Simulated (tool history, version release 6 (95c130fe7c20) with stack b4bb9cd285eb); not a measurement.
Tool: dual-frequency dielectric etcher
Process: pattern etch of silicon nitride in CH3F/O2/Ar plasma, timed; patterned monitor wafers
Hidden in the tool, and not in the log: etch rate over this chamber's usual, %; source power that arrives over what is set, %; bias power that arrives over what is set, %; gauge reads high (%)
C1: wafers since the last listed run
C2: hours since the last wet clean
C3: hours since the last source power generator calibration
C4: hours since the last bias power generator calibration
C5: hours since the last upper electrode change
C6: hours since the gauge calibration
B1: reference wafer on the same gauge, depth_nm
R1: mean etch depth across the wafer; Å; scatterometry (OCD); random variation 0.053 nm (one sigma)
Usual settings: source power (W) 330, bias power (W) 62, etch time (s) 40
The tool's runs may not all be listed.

run 1 hour=0 | source_power_(W)=330 bias_power_(W)=62 etch_time_(s)=34 | C1=0 C2=449.4 C3=2331.8 C4=3074.6 C5=1112.2 C6=576.1 | B1=27.9 | R1=204.9
-- hour=119.6 wet clean of the chamber
run 2 hour=120.1 | source_power_(W)=330 bias_power_(W)=62 etch_time_(s)=34 | C1=1173 C2=0.5 C3=2451.9 C4=3194.7 C5=1232.3 C6=696.2 | B1=27.89 | R1=204.9
run 3 hour=190.4 | source_power_(W)=330 bias_power_(W)=62 etch_time_(s)=34 | C1=858 C2=70.8 C3=2522.2 C4=3265 C5=1302.6 C6=766.5 | B1=27.87 | R1=204.9
run 4 hour=256.3 | source_power_(W)=330 bias_power_(W)=62 etch_time_(s)=40 | C1=804 C2=136.7 C3=2588.1 C4=3330.9 C5=1368.5 C6=832.4 | B1=27.92 | R1=241
run 5 hour=308.5 | source_power_(W)=330 bias_power_(W)=62 etch_time_(s)=40 | C1=637 C2=188.9 C3=2640.3 C4=3383.1 C5=1420.7 C6=884.6 | B1=27.88 | R1=241.1
run 6 hour=401.1 | source_power_(W)=330 bias_power_(W)=62 etch_time_(s)=40 | C1=1130 C2=281.5 C3=2732.9 C4=3475.7 C5=1513.3 C6=977.2 | B1=27.89 | R1=241.1
run 7 hour=482 | source_power_(W)=330 bias_power_(W)=50 etch_time_(s)=40 | C1=988 C2=362.4 C3=2813.8 C4=3556.6 C5=1594.2 C6=1058.1 | B1=27.91 | R1=226.3
run 8 hour=538.2 | source_power_(W)=330 bias_power_(W)=62 etch_time_(s)=40 | C1=686 C2=418.6 C3=2870 C4=3612.8 C5=1650.4 C6=1114.3 | B1=27.89 | R1=240.6
-- hour=580.3 wet clean of the chamber
run 9 hour=580.8 | source_power_(W)=330 bias_power_(W)=62 etch_time_(s)=40 | C1=227 C2=0.5 C3=2912.6 C4=3655.4 C5=1693 C6=1156.9 | B1=27.92 | R1=240
run 10 hour=651.7 | source_power_(W)=290 bias_power_(W)=62 etch_time_(s)=40 | C1=865 C2=71.4 C3=2983.5 C4=3726.3 C5=1763.9 C6=1227.8 | B1=27.89 | R1=232.6
run 11 hour=706.3 | source_power_(W)=330 bias_power_(W)=62 etch_time_(s)=44.5 | C1=666 C2=126 C3=3038.1 C4=3780.9 C5=1818.5 C6=1282.4 | B1=27.92 | R1=267.4
run 12 hour=764.5 | source_power_(W)=330 bias_power_(W)=62 etch_time_(s)=33 | C1=710 C2=184.2 C3=3096.3 C4=3839.1 C5=1876.7 C6=1340.6 | B1=27.91 | R1=199.2

Run 13 comes next. What will it give?
run 13 hour=849.1 | source_power_(W)=360 bias_power_(W)=72 etch_time_(s)=49 | C1=1033 C2=268.8 C3=3180.9 C4=3923.7 C5=1961.3 C6=1425.2 | B1=? | R1=?

B1: 27.91
R1: 315.6 Å
Without the tool's hidden state the same run would have given R1 315.6 Å.

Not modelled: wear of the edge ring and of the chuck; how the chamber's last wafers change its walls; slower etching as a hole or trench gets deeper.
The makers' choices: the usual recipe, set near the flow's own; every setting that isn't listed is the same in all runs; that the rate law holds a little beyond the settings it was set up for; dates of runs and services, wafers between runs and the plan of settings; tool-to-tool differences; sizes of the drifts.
